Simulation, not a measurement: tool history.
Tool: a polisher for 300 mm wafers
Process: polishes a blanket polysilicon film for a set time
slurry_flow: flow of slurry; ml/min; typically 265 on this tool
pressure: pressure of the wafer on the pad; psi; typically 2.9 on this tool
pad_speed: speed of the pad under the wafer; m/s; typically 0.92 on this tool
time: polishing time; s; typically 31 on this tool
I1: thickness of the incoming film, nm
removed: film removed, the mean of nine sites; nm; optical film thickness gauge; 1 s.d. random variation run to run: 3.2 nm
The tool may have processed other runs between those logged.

run 1 hour=0 | slurry_flow=265 pressure=2.9 pad_speed=0.92 time=31 | I1=1802.3 | removed=250.4
run 2 hour=32 | slurry_flow=265 pressure=2.9 pad_speed=0.92 time=31 | I1=1855.6 | removed=237.9
-- hour=55.5 worn pad replaced by a new one
run 3 hour=56 | slurry_flow=265 pressure=2.9 pad_speed=0.92 time=31 | I1=1821.5 | removed=244
run 4 hour=75.5 | slurry_flow=265 pressure=2.9 pad_speed=0.92 time=31 | I1=1868.2 | removed=242.6
run 5 hour=96.5 | slurry_flow=265 pressure=2.9 pad_speed=0.92 time=31 | I1=1810.6 | removed=244.7
run 6 hour=121 | slurry_flow=265 pressure=2.9 pad_speed=0.92 time=31 | I1=1840.4 | removed=241.1
-- hour=130.6 head pressure recalibrated
-- hour=134.1 slurry nozzle cleaned
run 7 hour=145.5 | slurry_flow=265 pressure=2.9 pad_speed=0.92 time=31 | I1=1831.6 | removed=228.3
run 8 hour=160.5 | slurry_flow=265 pressure=2.9 pad_speed=0.92 time=31 | I1=1861.5 | removed=223.7
-- hour=172 worn pad replaced by a new one
run 9 hour=179.8 | slurry_flow=265 pressure=2.9 pad_speed=0.92 time=31 | I1=1845.3 | removed=237
run 10 hour=206.3 | slurry_flow=265 pressure=2.9 pad_speed=0.92 time=31 | I1=1856.4 | removed=233.1
run 11 hour=239.1 | slurry_flow=200 pressure=2.6 pad_speed=0.7 time=37 | I1=1820.8 | removed=182
run 12 hour=265.6 | slurry_flow=265 pressure=2.9 pad_speed=0.76 time=24 | I1=1855.2 | removed=149.4
-- hour=291.4 worn pad replaced by a new one
run 13 hour=299.3 | slurry_flow=290 pressure=2.3 pad_speed=0.92 time=34 | I1=1834.8 | removed=209.9
run 14 hour=321 | slurry_flow=265 pressure=3.5 pad_speed=0.92 time=31 | I1=1832.4 | removed=283.9
run 15 hour=356.6 | slurry_flow=265 pressure=2.3 pad_speed=1.24 time=31 | I1=1826.9 | removed=251.9
run 16 hour=382.1 | slurry_flow=265 pressure=2.9 pad_speed=0.92 time=31 | I1=1831.4 | removed=241.4
run 17 hour=396.4 | slurry_flow=335 pressure=3.9 pad_speed=1 time=25 | I1=1829.1 | removed=291.6

4 options for the next run, each taken on its own from the tool as it stands now. Forecast them:
run A hour=396.8 | slurry_flow=265 pressure=2.9 pad_speed=0.92 time=42 | I1=1871 | removed=?
run B hour=396.8 | slurry_flow=265 pressure=3.3 pad_speed=1.2 time=28 | I1=1871 | removed=?
run C hour=396.8 | slurry_flow=290 pressure=2.1 pad_speed=0.92 time=36 | I1=1871 | removed=?
run D hour=396.8 | slurry_flow=265 pressure=2.2 pad_speed=0.92 time=41 | I1=1871 | removed=?

run=A removed=334.3
run=B removed=330.8
run=C removed=209.4
run=D removed=247.5
Without the tool's unlogged condition, the same runs would have read:
run=A removed=305.1
run=B removed=301.9
run=C removed=191.2
run=D removed=225.9
